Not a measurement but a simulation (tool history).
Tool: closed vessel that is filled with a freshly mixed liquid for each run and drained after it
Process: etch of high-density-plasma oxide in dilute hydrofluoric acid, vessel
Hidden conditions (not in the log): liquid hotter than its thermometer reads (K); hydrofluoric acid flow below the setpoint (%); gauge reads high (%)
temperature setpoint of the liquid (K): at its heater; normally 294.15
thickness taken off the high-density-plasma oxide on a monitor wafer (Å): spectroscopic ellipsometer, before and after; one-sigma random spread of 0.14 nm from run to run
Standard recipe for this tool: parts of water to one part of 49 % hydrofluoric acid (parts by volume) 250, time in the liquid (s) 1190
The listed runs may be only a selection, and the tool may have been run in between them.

| run | hour | temperature setpoint of the liquid (K) | parts of water to one part of 49 % hydrofluoric acid (parts by volume) | time in the liquid (s) | wafers since the last listed run | hours since the thermometer was replaced | hours since the hydrofluoric acid flow meter was replaced | hours since the gauge calibration | read-back film thickness of the high-density-plasma oxide reference wafer, read on the same gauge (nm) | thickness taken off the high-density-plasma oxide on a monitor wafer (Å) |
|---|---|---|---|---|---|---|---|---|---|---|
| 1 | 0.0 | 294.15 | 250 | 1190 | 0 | 981.7 | 513.7 | 1835.0 | 110.02 | 185.2 |
| 2 | 290.9 | 294.15 | 250 | 1190 | 19601 | 1272.6 | 804.6 | 2125.9 | 110.05 | 188.4 |
| 3 | 385.8 | 294.15 | 250 | 1190 | 6394 | 1367.5 | 899.5 | 2220.8 | 110.01 | 185.3 |
| 4 | 491.2 | 294.15 | 250 | 1190 | 7101 | 1472.9 | 1004.9 | 2326.2 | 110.03 | 187.3 |
| 5 | 528.8 | 294.15 | 250 | 1190 | 2533 | 1510.5 | 1042.5 | 2363.8 | 109.98 | 186.7 |
| 6 | 586.5 | 294.15 | 250 | 1190 | 3887 | 1568.2 | 1100.2 | 2421.5 | 109.98 | 187.2 |
| 7 | 674.1 | 294.15 | 210 | 1190 | 5902 | 1655.8 | 1187.8 | 2509.1 | 110.01 | 230.6 |
| 8 | 764.5 | 294.15 | 210 | 1190 | 6091 | 1746.2 | 1278.2 | 2599.5 | 110.01 | 230.5 |
| 9 | 836.4 | 290.65 | 250 | 1190 | 4844 | 1818.1 | 1350.1 | 2671.4 | 110.05 | 163.4 |
| 10 | 941.0 | 292.15 | 250 | 1190 | 7048 | 1922.7 | 1454.7 | 2776.0 | 110.03 | 173.3 |
| 11 | 1020.0 | 293.15 | 250 | 1190 | 5323 | 2001.7 | 1533.7 | 2855.0 | 110.04 | 177.0 |
| 12 | 1121.4 | 293.15 | 250 | 1190 | 6832 | 2103.1 | 1635.1 | 2956.4 | 110.00 | 179.1 |
| 13 | 1213.4 | 293.15 | 250 | 1190 | 6199 | 2195.1 | 1727.1 | 3048.4 | 109.98 | 179.5 |
| 14 | 1269.3 | 294.15 | 250 | 1190 | 3766 | 2251.0 | 1783.0 | 3104.3 | 110.07 | 186.3 |
|  | 1389.5 | gauge calibrated |
| 15 | 1407.1 | 294.15 | 250 | 1190 | 9285 | 2388.8 | 1920.8 | 17.6 | 109.97 | 186.3 |
| 16 | 1483.5 | 291.15 | 315 | 1190 | 5147 | 2465.2 | 1997.2 | 94.0 | 110.02 | 123.7 |
| 17 | 1574.1 | 294.15 | 250 | 1190 | 6104 | 2555.8 | 2087.8 | 184.6 | 110.00 | 187.4 |
| 18 | 1671.5 | 294.15 | 250 | 1190 | 6562 | 2653.2 | 2185.2 | 282.0 | 110.02 | 184.9 |
| 19 | 1716.9 | 293.15 | 250 | 1190 | 3059 | 2698.6 | 2230.6 | 327.4 | 110.03 | 178.3 |
|  | 1772.8 | thermometer replaced |
| 20 | 1810.1 | 294.15 | 170 | 750 | 6212 | 37.3 | 2323.8 | 420.6 | 109.99 | 185.2 |
| 21 | 1892.9 | 294.15 | 330 | 1190 | 5579 | 120.1 | 2406.6 | 503.4 | 110.02 | 131.3 |
| 22 | 1958.6 | 294.15 | 250 | 1190 | 4426 | 185.8 | 2472.3 | 569.1 | 110.01 | 184.1 |
|  | 1959.6 | hydrofluoric acid flow meter replaced |
| 23 | 2007.1 | 294.15 | 155 | 605 | 3200 | 234.3 | 47.5 | 617.6 | 109.98 | 165.6 |
| 24 | 2112.3 | 294.15 | 295 | 1190 | 7088 | 339.5 | 152.7 | 722.8 | 109.97 | 149.9 |
| 25 | 2185.9 | 291.15 | 365 | 1505 | 4959 | 413.1 | 226.3 | 796.4 | 110.00 | 128.0 |
| 26 | 2237.0 | 294.15 | 250 | 500 | 3443 | 464.2 | 277.4 | 847.5 | 109.99 | 77.5 |
| 27 | 2299.8 | 290.15 | 250 | 655 | 4231 | 527.0 | 340.2 | 910.3 | 109.99 | 87.2 |
| 28 | 2383.6 | 294.15 | 250 | 1190 | 5646 | 610.8 | 424.0 | 994.1 | 110.01 | 185.5 |

Run 29 comes next. What will it give?
| 29 | 2489.7 | 294.15 | 250 | 1190 | 7149 | 716.9 | 530.1 | 1100.2 | ? | ? |

read-back film thickness of the high-density-plasma oxide reference wafer, read on the same gauge (nm): 109.99
thickness taken off the high-density-plasma oxide on a monitor wafer (Å): 185.9
On a tool with no hidden condition, and with the same random variation, this run would have come out at thickness taken off the high-density-plasma oxide on a monitor wafer (Å) 185.9.
